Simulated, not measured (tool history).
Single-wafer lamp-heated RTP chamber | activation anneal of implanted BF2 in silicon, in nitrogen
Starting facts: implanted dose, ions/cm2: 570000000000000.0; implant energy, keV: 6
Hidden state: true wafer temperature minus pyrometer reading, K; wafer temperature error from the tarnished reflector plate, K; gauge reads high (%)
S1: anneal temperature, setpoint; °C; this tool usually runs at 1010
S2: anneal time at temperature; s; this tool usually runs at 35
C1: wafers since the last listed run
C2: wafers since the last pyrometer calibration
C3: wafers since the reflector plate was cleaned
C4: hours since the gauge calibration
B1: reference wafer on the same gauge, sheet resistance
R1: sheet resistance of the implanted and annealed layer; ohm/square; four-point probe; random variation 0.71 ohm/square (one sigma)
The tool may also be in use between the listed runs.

run	hour	S1	S2	C1	C2	C3	C4	B1	R1
1	0.0	1010	30	0	2206	873	938.3	381.66	342.61
2	83.7	1010	30	1331	3537	2205	1022.0	382.12	341.31
# hour 117.9: pyrometer window cleaned and pyrometer calibrated
3	139.8	1022	35	765	347	2970	1078.1	381.71	320.71
4	217.0	1022	35	1227	1575	4197	1155.3	381.87	319.47
5	288.2	1022	35	1132	2708	5330	1226.5	381.73	316.55
6	332.8	1010	35	709	3417	6039	1271.1	381.74	335.82
# hour 352.1: pyrometer window cleaned and pyrometer calibrated
7	394.5	1010	35	854	673	6893	1332.8	381.84	339.14
# hour 457.1: gauge calibrated
8	464.5	1010	35	1113	1787	8007	7.4	382.08	337.90
9	560.3	984	40	1523	3310	9530	103.2	381.82	365.68
# hour 621.8: pyrometer window cleaned and pyrometer calibrated
10	657.6	1030	25	1420	569	10950	200.5	382.28	320.82
11	750.2	1010	46	1472	2042	12423	293.1	382.14	324.82
12	832.3	999	45	1305	3348	13729	375.2	381.93	339.87
# hour 851.0: pyrometer window cleaned and pyrometer calibrated
13	932.7	984	22	1469	1299	15199	475.6	381.98	402.64
14	994.9	1037	50	989	2288	16188	537.8	381.86	269.11
# hour 1003.2: reflector plate cleaned
15	1043.4	991	35	644	2933	638	586.3	382.09	359.85
# hour 1075.8: pyrometer window cleaned and pyrometer calibrated
16	1130.6	991	35	1259	870	1898	673.5	381.84	363.40
17	1270.4	997	54	2223	3094	4121	813.3	381.78	334.36

Below, some changes in R1 between adjacent runs. For each, the amount present without the hidden state too (settings, incoming material, random variation) and the amount remaining for the hidden state with gauge scatter not shared by both compared results:
Run 9 -> 10: S1 984 -> 1030, S2 40 -> 25, pyrometer window cleaned and pyrometer calibrated. R1 -44.86 ohm/square: hidden state +4.67, all else -49.53.
Run 13 -> 14: S1 984 -> 1037, S2 22 -> 50. R1 -133.53 ohm/square: hidden state +0.47, all else -134.00.
